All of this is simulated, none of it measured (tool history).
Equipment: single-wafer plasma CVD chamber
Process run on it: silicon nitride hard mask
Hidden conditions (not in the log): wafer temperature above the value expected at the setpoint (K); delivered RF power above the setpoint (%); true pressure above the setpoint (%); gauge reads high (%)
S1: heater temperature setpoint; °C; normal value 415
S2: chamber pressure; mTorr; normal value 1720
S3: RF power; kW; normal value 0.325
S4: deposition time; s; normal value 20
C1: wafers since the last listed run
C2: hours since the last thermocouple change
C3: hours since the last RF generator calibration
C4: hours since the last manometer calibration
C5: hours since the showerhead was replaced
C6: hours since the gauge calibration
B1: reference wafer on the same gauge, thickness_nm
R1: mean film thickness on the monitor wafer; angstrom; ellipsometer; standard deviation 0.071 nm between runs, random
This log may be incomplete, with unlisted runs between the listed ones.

run   hour   S1    S2     S3    S4    C1      C2      C3     C4      C5     C6      B1      R1
  1      0  415  1720  0.325    20     0  1906.5  2309.3    613  2731.4  120.1  28.959  249.96
  2   65.8  415  1720  0.325    20  1277  1972.3  2375.1  678.8  2797.2  185.9  29.082   250.8
  3   88.9  415  1720  0.325    20   448  1995.4  2398.2  701.9  2820.3    209  29.118  251.37
  4  124.5  403  1720  0.325    20   690    2031  2433.8  737.5  2855.9  244.6  29.124  253.24
  5  152.4  415  1720   0.31    20   541  2058.9  2461.7  765.4  2883.8  272.5  29.107  244.75
  6    188  412  1720  0.325    20   690  2094.5  2497.3    801  2919.4  308.1  29.226  252.56
     195.9  -- gauge calibrated
  7  200.9  415  1720  0.325  22.9   250  2107.4  2510.2  813.9  2932.3      5  28.792  283.37
  8  223.6  415  1720  0.325  22.9   440  2130.1  2532.9  836.6    2955   27.7  28.767  283.97
     251.4  -- thermocouple changed; heater temperature recalibrated
  9  255.2  415  1720  0.325    20   458     3.8  2564.5  868.2  2986.6   59.3   28.86  247.34
 10  267.5  415  1720  0.325    20   238    16.1  2576.8  880.5  2998.9   71.6  28.885  249.63
 11  293.6  415  1720  0.325    20   506    42.2  2602.9  906.6    3025   97.7  28.827   250.3
 12  313.3  415  2100  0.325    20   382    61.9  2622.6  926.3  3044.7  117.4  28.904  264.53
 13  329.5  415  1720  0.325    20   314    78.1  2638.8  942.5  3060.9  133.6  28.925  248.55
 14    345  415  1420  0.325  23.6   300    93.6  2654.3    958  3076.4  149.1  28.926  279.23
     381.2  -- RF generator calibrated
 15  381.7  415  1720  0.325    20   557   130.3     0.5  994.7  3113.1  185.8  28.978  250.04
     405.1  -- showerhead replaced
     422.7  -- capacitance manometer re-zeroed and calibrated
 16  423.1  415  1720  0.325    20   493   171.7    41.9    0.4      18  227.2  29.041  249.77
 17  443.5  428  2030  0.355  17.9   395   192.1    62.3   20.8    38.4  247.6   29.04  245.14
 18  469.2  407  1720   0.38    20   498   217.8      88   46.5    64.1  273.3  29.099  271.56
 19  494.9  407  1990  0.325  23.4   498   243.5   113.7   72.2    89.8    299  29.135  308.48
     523.8  -- gauge calibrated
 20  529.2  407  1870  0.265  23.6   665   277.8     148  106.5   124.1    5.4  28.724  272.15
 21  557.9  415  2020   0.38    20   557   306.5   176.7  135.2   152.8   34.1  28.743  279.79
 22  576.3  415  1720  0.325    20   357   324.9   195.1  153.6   171.2   52.5  28.798  247.84
 23  589.6  408  1720  0.265    20   258   338.2   208.4  166.9   184.5   65.8  28.803  227.05

What if the next run were any one of these 4? Each begins from the tool's condition after run 23:
  A   590  415  1720    0.3    20   7  338.6  208.8  167.3  184.9  66.2   ?   ?
  B   590  410  2000   0.28  17.3   7  338.6  208.8  167.3  184.9  66.2   ?   ?
  C   590  415  1540  0.345    20   7  338.6  208.8  167.3  184.9  66.2   ?   ?
  D   590  425  2110   0.28  23.3   7  338.6  208.8  167.3  184.9  66.2   ?   ?

run      B1      R1
  A  28.794  239.52
  B  28.794  209.57
  C  28.794  248.09
  D  28.794  284.42
Without the tool's hidden state the same runs would have given:
run      R1
  A  239.53
  B  209.57
  C   248.1
  D  284.43
